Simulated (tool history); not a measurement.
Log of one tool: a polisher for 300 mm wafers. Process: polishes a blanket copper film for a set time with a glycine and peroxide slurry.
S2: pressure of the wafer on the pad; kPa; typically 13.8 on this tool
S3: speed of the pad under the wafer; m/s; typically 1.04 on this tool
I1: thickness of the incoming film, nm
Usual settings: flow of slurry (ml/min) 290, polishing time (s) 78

{"run": 1, "hour": 0.0, "flow of slurry (ml/min)": 225, "S2": 13.8, "S3": 0.9, "polishing time (s)": 78, "I1": 2243.7, "film removed (nm)": 233.1}
{"hour": 10.3, "done": "worn pad replaced by a new one"}
{"run": 2, "hour": 10.8, "flow of slurry (ml/min)": 225, "S2": 13.8, "S3": 0.9, "polishing time (s)": 78, "I1": 2239, "film removed (nm)": 249.4}
{"run": 3, "hour": 23.0, "flow of slurry (ml/min)": 365, "S2": 13.8, "S3": 1.04, "polishing time (s)": 65, "I1": 2211.4, "film removed (nm)": 240.2}
{"run": 4, "hour": 30.1, "flow of slurry (ml/min)": 290, "S2": 13.8, "S3": 1.04, "polishing time (s)": 78, "I1": 2219.7, "film removed (nm)": 280.1}
{"run": 5, "hour": 45.4, "flow of slurry (ml/min)": 255, "S2": 13.8, "S3": 1.04, "polishing time (s)": 62, "I1": 2207, "film removed (nm)": 219.5}
{"run": 6, "hour": 62.5, "flow of slurry (ml/min)": 255, "S2": 13.8, "S3": 1.04, "polishing time (s)": 62, "I1": 2191.2, "film removed (nm)": 215.3}
{"run": 7, "hour": 72.2, "flow of slurry (ml/min)": 290, "S2": 13.8, "S3": 1.04, "polishing time (s)": 71, "I1": 2241.4, "film removed (nm)": 246.8}
{"run": 8, "hour": 85.2, "flow of slurry (ml/min)": 290, "S2": 13.8, "S3": 1.04, "polishing time (s)": 71, "I1": 2257.9, "film removed (nm)": 242.5}
{"run": 9, "hour": 100.6, "flow of slurry (ml/min)": 290, "S2": 13.8, "S3": 1.04, "polishing time (s)": 71, "I1": 2246.4, "film removed (nm)": 240.8}
{"run": 10, "hour": 112.4, "flow of slurry (ml/min)": 290, "S2": 13.8, "S3": 1.04, "polishing time (s)": 78, "I1": 2251.8, "film removed (nm)": 264.5}
{"run": 11, "hour": 126.5, "flow of slurry (ml/min)": 290, "S2": 13.8, "S3": 1.04, "polishing time (s)": 78, "I1": 2262.8, "film removed (nm)": 261.5}
{"hour": 128.7, "done": "head pressure recalibrated"}
{"hour": 134.8, "done": "worn pad replaced by a new one, of another model than before"}
{"run": 12, "hour": 143.4, "flow of slurry (ml/min)": 290, "S2": 13.8, "S3": 1.04, "polishing time (s)": 78, "I1": 2259.8, "film removed (nm)": 278.2}
{"run": 13, "hour": 151.6, "flow of slurry (ml/min)": 290, "S2": 13.8, "S3": 1.04, "polishing time (s)": 78, "I1": 2249.7, "film removed (nm)": 282.3}
{"run": 14, "hour": 159.2, "flow of slurry (ml/min)": 290, "S2": 13.8, "S3": 0.96, "polishing time (s)": 78, "I1": 2229.3, "film removed (nm)": 273.5}
{"run": 15, "hour": 168.6, "flow of slurry (ml/min)": 290, "S2": 13.8, "S3": 1.04, "polishing time (s)": 78, "I1": 2223.9, "film removed (nm)": 274.1}
{"run": 16, "hour": 176.6, "flow of slurry (ml/min)": 290, "S2": 13.8, "S3": 1.28, "polishing time (s)": 78, "I1": 2236.6, "film removed (nm)": 299.1}
{"run": 17, "hour": 191.5, "flow of slurry (ml/min)": 290, "S2": 13.8, "S3": 1.04, "polishing time (s)": 78, "I1": 2274.4, "film removed (nm)": 272.5}
{"run": 18, "hour": 201.5, "flow of slurry (ml/min)": 290, "S2": 10.3, "S3": 1.32, "polishing time (s)": 103, "I1": 2231.5, "film removed (nm)": 299.4}
{"run": 19, "hour": 208.2, "flow of slurry (ml/min)": 375, "S2": 12.4, "S3": 1.04, "polishing time (s)": 66, "I1": 2208.4, "film removed (nm)": 206.6}
{"run": 20, "hour": 220.0, "flow of slurry (ml/min)": 325, "S2": 13.8, "S3": 0.78, "polishing time (s)": 87, "I1": 2220.3, "film removed (nm)": 272}
{"run": 21, "hour": 236.3, "flow of slurry (ml/min)": 290, "S2": 13.8, "S3": 1.04, "polishing time (s)": 78, "I1": 2227.1, "film removed (nm)": 264.7}
{"run": 22, "hour": 249.4, "flow of slurry (ml/min)": 290, "S2": 12.4, "S3": 1.38, "polishing time (s)": 78, "I1": 2268.6, "film removed (nm)": 267.6}
{"hour": 260.2, "done": "worn pad replaced by a new one"}
{"hour": 271.1, "done": "slurry nozzle cleaned"}
{"run": 23, "hour": 281.8, "flow of slurry (ml/min)": 290, "S2": 13.8, "S3": 1.04, "polishing time (s)": 78, "I1": 2229, "film removed (nm)": 278.6}
{"run": 24, "hour": 290.7, "flow of slurry (ml/min)": 355, "S2": 13.8, "S3": 1.04, "polishing time (s)": 78, "I1": 2234, "film removed (nm)": 286.8}
{"run": 25, "hour": 300.6, "flow of slurry (ml/min)": 290, "S2": 15.9, "S3": 1.04, "polishing time (s)": 78, "I1": 2279.4, "film removed (nm)": 310}
{"run": 26, "hour": 312.7, "flow of slurry (ml/min)": 290, "S2": 13.8, "S3": 1.38, "polishing time (s)": 78, "I1": 2204.1, "film removed (nm)": 309.1}
{"run": 27, "hour": 328.8, "flow of slurry (ml/min)": 380, "S2": 13.8, "S3": 1.04, "polishing time (s)": 66, "I1": 2267.3, "film removed (nm)": 232.5}
{"run": 28, "hour": 335.5, "flow of slurry (ml/min)": 250, "S2": 9.7, "S3": 1.04, "polishing time (s)": 99, "I1": 2230, "film removed (nm)": 238.6}
{"run": 29, "hour": 346.6, "flow of slurry (ml/min)": 290, "S2": 13.8, "S3": 1.04, "polishing time (s)": 78, "I1": 2249.1, "film removed (nm)": 267.4}
{"run": 30, "hour": 353.1, "flow of slurry (ml/min)": 375, "S2": 13.8, "S3": 0.82, "polishing time (s)": 78, "I1": 2200.8, "film removed (nm)": 249.3}
{"run": 31, "hour": 359.5, "flow of slurry (ml/min)": 290, "S2": 9.7, "S3": 1.04, "polishing time (s)": 78, "I1": 2274.1, "film removed (nm)": 189.5}
{"run": 32, "hour": 374.1, "flow of slurry (ml/min)": 290, "S2": 13.8, "S3": 0.74, "polishing time (s)": 78, "I1": 2285.6, "film removed (nm)": 229.8}
{"hour": 378.8, "done": "worn pad replaced by a new one"}
{"run": 33, "hour": 380.5, "flow of slurry (ml/min)": 375, "S2": 13.8, "S3": 0.72, "polishing time (s)": 78, "I1": 2234.9, "film removed (nm)": 254.2}
{"run": 34, "hour": 387.7, "flow of slurry (ml/min)": 290, "S2": 13.8, "S3": 0.74, "polishing time (s)": 78, "I1": 2231.5, "film removed (nm)": 248.9}
{"run": 35, "hour": 404.8, "flow of slurry (ml/min)": 290, "S2": 13.8, "S3": 0.72, "polishing time (s)": 78, "I1": 2262, "film removed (nm)": 244.8}
{"run": 36, "hour": 414.2, "flow of slurry (ml/min)": 320, "S2": 16.5, "S3": 1.04, "polishing time (s)": 100, "I1": 2228.6, "film removed (nm)": 424.1}
{"run": 37, "hour": 430.5, "flow of slurry (ml/min)": 290, "S2": 9.7, "S3": 1.18, "polishing time (s)": 54, "I1": 2225.1, "film removed (nm)": 139.9}

Subtracting, for every run, the result it would have given without the tool's unlogged condition from the measured result gives the following. The same run-to-run variation enters both numbers; the gauge's scatter may not:
Unlogged tool condition in this case: removal rate lost through wear of the pad, %; slurry flow missing at the pad, %; deviation of the head's pressure from its setpoint, %.
run=1 film_removed_(nm)=-23
run=2 film_removed_(nm)=-1.6
run=3 film_removed_(nm)=-3.6
run=4 film_removed_(nm)=-5.5
run=5 film_removed_(nm)=-6.8
run=6 film_removed_(nm)=-9.4
run=7 film_removed_(nm)=-12.6
run=8 film_removed_(nm)=-14.8
run=9 film_removed_(nm)=-17.5
run=10 film_removed_(nm)=-21.7
run=11 film_removed_(nm)=-24.4
run=12 film_removed_(nm)=-3.8
run=13 film_removed_(nm)=-5.5
run=14 film_removed_(nm)=-6.9
run=15 film_removed_(nm)=-8.7
run=16 film_removed_(nm)=-11.3
run=17 film_removed_(nm)=-13.3
run=18 film_removed_(nm)=-16.8
run=19 film_removed_(nm)=-12.7
run=20 film_removed_(nm)=-19.2
run=21 film_removed_(nm)=-22.1
run=22 film_removed_(nm)=-25.2
run=23 film_removed_(nm)=-5.4
run=24 film_removed_(nm)=-7.3
run=25 film_removed_(nm)=-10.1
run=26 film_removed_(nm)=-12.9
run=27 film_removed_(nm)=-12.5
run=28 film_removed_(nm)=-14
run=29 film_removed_(nm)=-18.1
run=30 film_removed_(nm)=-18
run=31 film_removed_(nm)=-14.7
run=32 film_removed_(nm)=-20.5
run=33 film_removed_(nm)=-1.5
run=34 film_removed_(nm)=-2.7
run=35 film_removed_(nm)=-5.7
run=36 film_removed_(nm)=-12.5
run=37 film_removed_(nm)=-5.8
